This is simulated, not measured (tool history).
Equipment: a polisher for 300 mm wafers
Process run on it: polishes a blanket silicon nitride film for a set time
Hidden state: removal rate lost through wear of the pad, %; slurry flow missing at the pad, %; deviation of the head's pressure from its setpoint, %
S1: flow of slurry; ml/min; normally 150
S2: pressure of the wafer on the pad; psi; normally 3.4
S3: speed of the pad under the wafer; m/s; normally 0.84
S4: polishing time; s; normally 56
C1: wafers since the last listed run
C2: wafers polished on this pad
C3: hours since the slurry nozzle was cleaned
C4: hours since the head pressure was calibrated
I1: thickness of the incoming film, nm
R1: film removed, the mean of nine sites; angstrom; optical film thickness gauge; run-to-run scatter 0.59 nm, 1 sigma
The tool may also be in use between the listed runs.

run,day,S1,S2,S3,S4,C1,C2,C3,C4,I1,R1
1,0,180,3.4,0.84,56,0,487,445.4,505.8,443.2,972
2,1.488,180,3.4,0.84,56,206,693,481.1,541.5,441.3,956
3,1.783,150,2.5,0.84,56,41,734,488.2,548.6,436.7,679
4,2.562,150,2.5,0.84,56,108,842,506.9,567.3,444.5,679
5,2.967,150,3.4,0.84,56,56,898,516.6,577,440.8,934
6,3.412,150,3.9,0.84,67,61,960,527.3,587.7,438.6,1271
7,3.692,150,3.9,0.84,67,38,999,534,594.4,439.6,1265
8,4.321,150,3.9,0.84,67,87,1086,549.1,609.5,438,1259
9,4.846,150,3.4,0.84,56,72,1159,561.7,622.1,435.6,914
10,5.575,150,3.4,0.84,56,101,1260,579.2,639.6,442.9,914
# day 6.112: worn pad replaced by a new one
11,6.133,150,3.4,0.84,56,54,2,592.6,653,434.2,911
12,6.467,165,3.4,0.84,56,46,48,600.6,661,434.4,920
13,6.717,150,3.4,0.84,56,34,83,606.6,667,444.3,920
14,7.083,150,3.1,0.84,56,50,134,615.4,675.8,442,834
15,7.733,105,2.9,1.12,40,90,224,631,691.4,439.2,652
16,8.208,150,4.6,0.96,56,65,290,642.4,702.8,445,1363
17,8.704,150,3.4,0.84,56,68,359,654.3,714.7,441.2,905
18,8.971,175,3.4,0.84,75,36,396,660.7,721.1,432.2,1238
# day 9.558: head pressure recalibrated
# day 10.404: slurry nozzle cleaned
19,10.5,150,4,0.84,47,194,590,2.3,22.6,440.1,962
20,10.829,150,3.4,0.84,56,45,636,10.2,30.5,435.7,973
21,11.188,150,3.4,0.64,49,49,686,18.8,39.1,445.9,693
22,11.571,150,4,0.84,71,53,739,28,48.3,445.7,1462
23,11.908,150,3.4,0.84,44,46,786,36.1,56.4,443.4,770
24,12.25,150,3.4,0.84,56,47,833,44.3,64.6,441.1,985

For run 25, what comes out?
25,12.742,125,3.4,0.84,37,68,901,56.1,76.4,439,?

{"run 25": {"R1": 632}}
Were there no unlogged condition in the tool, this run, its random variation unchanged, would have produced R1 636 angstrom.
